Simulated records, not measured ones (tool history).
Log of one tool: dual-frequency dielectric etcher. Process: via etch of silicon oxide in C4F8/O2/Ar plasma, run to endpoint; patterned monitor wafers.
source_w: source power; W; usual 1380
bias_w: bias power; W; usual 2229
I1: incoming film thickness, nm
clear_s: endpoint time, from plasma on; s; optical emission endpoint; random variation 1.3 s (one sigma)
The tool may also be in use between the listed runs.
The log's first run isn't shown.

run 2 hour=12.6 | source_w=1380 bias_w=2229 | I1=1127.2 | clear_s=243.2
run 3 hour=29.9 | source_w=1610 bias_w=2229 | I1=1116.4 | clear_s=233.3
run 4 hour=52.0 | source_w=1610 bias_w=2229 | I1=1131.3 | clear_s=235.7
run 5 hour=71.3 | source_w=1610 bias_w=2229 | I1=1119.3 | clear_s=234.1
run 6 hour=84.2 | source_w=1380 bias_w=2229 | I1=1116.2 | clear_s=242.9
run 7 hour=108.3 | source_w=1380 bias_w=2229 | I1=1123.0 | clear_s=243.7
run 8 hour=138.4 | source_w=1380 bias_w=2229 | I1=1127.2 | clear_s=243.5
run 9 hour=164.8 | source_w=1120 bias_w=2229 | I1=1111.3 | clear_s=252.2
run 10 hour=183.3 | source_w=1120 bias_w=2229 | I1=1133.7 | clear_s=256.8
run 11 hour=216.8 | source_w=1500 bias_w=2229 | I1=1117.5 | clear_s=234.5
run 12 hour=249.6 | source_w=1500 bias_w=2229 | I1=1135.9 | clear_s=238.4
run 13 hour=271.1 | source_w=1380 bias_w=2229 | I1=1132.6 | clear_s=242.4
run 14 hour=290.0 | source_w=1380 bias_w=2229 | I1=1129.6 | clear_s=243.7
run 15 hour=322.5 | source_w=1380 bias_w=2229 | I1=1115.4 | clear_s=239.0
run 16 hour=351.3 | source_w=1560 bias_w=2400 | I1=1132.2 | clear_s=231.5
run 17 hour=368.8 | source_w=1380 bias_w=2229 | I1=1130.3 | clear_s=240.7
run 18 hour=389.6 | source_w=1710 bias_w=2627 | I1=1115.4 | clear_s=214.1
run 19 hour=411.8 | source_w=1380 bias_w=2481 | I1=1131.8 | clear_s=234.5
-- hour=458.3 upper electrode replaced
-- hour=474.2 source power generator calibrated
-- hour=490.6 bias power generator calibrated
run 20 hour=505.2 | source_w=1380 bias_w=2422 | I1=1113.3 | clear_s=231.3

The next listed run, before its measurement:
-- hour=557.9 wet clean of the chamber
run 21 hour=558.4 | source_w=1380 bias_w=1999 | I1=1127.4 | clear_s=?

clear_s: 256.1 s
Without the tool's hidden state the same run would have given clear_s 256.0 s.
